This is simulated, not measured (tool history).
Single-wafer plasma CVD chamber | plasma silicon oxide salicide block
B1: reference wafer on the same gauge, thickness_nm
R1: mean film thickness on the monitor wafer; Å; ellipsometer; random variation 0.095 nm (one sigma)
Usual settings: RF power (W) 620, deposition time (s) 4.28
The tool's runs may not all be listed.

run 1 hour=0.0 | RF_power_(W)=620 deposition_time_(s)=4.28 | B1=40.700 | R1=419.57
run 2 hour=66.2 | RF_power_(W)=620 deposition_time_(s)=3.64 | B1=40.723 | R1=356.80
run 3 hour=118.3 | RF_power_(W)=620 deposition_time_(s)=3.64 | B1=40.689 | R1=355.61
run 4 hour=150.7 | RF_power_(W)=620 deposition_time_(s)=3.64 | B1=40.686 | R1=355.58
run 5 hour=218.1 | RF_power_(W)=545 deposition_time_(s)=4.28 | B1=40.708 | R1=408.83
-- hour=279.3 showerhead replaced, of another model than before
run 6 hour=287.4 | RF_power_(W)=545 deposition_time_(s)=4.28 | B1=40.694 | R1=417.24
run 7 hour=318.2 | RF_power_(W)=545 deposition_time_(s)=4.28 | B1=40.707 | R1=415.41
-- hour=344.0 gauge calibrated
run 8 hour=351.6 | RF_power_(W)=710 deposition_time_(s)=4.28 | B1=40.702 | R1=430.30
-- hour=393.7 RF generator calibrated
run 9 hour=409.1 | RF_power_(W)=540 deposition_time_(s)=5.08 | B1=40.709 | R1=499.17
run 10 hour=436.4 | RF_power_(W)=505 deposition_time_(s)=4.62 | B1=40.687 | R1=449.37
run 11 hour=505.3 | RF_power_(W)=620 deposition_time_(s)=4.28 | B1=40.717 | R1=424.73
run 12 hour=669.4 | RF_power_(W)=620 deposition_time_(s)=4.28 | B1=40.726 | R1=423.31
run 13 hour=714.2 | RF_power_(W)=620 deposition_time_(s)=3.95 | B1=40.678 | R1=390.50
run 14 hour=779.8 | RF_power_(W)=530 deposition_time_(s)=3.72 | B1=40.717 | R1=364.11
run 15 hour=827.0 | RF_power_(W)=720 deposition_time_(s)=3.81 | B1=40.727 | R1=383.80

4 ways to go on from here, each from the tool as it stands after run 15. What would each give?
run A hour=827.4 | RF_power_(W)=620 deposition_time_(s)=4.28 | B1=? | R1=?
run B hour=827.4 | RF_power_(W)=720 deposition_time_(s)=4.85 | B1=? | R1=?
run C hour=827.4 | RF_power_(W)=620 deposition_time_(s)=5.04 | B1=? | R1=?
run D hour=827.4 | RF_power_(W)=705 deposition_time_(s)=4.97 | B1=? | R1=?

run=A B1=40.689 R1=422.62
run=B B1=40.689 R1=487.06
run=C B1=40.689 R1=497.66
run=D B1=40.689 R1=497.88
Without the tool's hidden state the same runs would have given:
run=A R1=425.27
run=B R1=490.12
run=C R1=500.78
run=D R1=501.00

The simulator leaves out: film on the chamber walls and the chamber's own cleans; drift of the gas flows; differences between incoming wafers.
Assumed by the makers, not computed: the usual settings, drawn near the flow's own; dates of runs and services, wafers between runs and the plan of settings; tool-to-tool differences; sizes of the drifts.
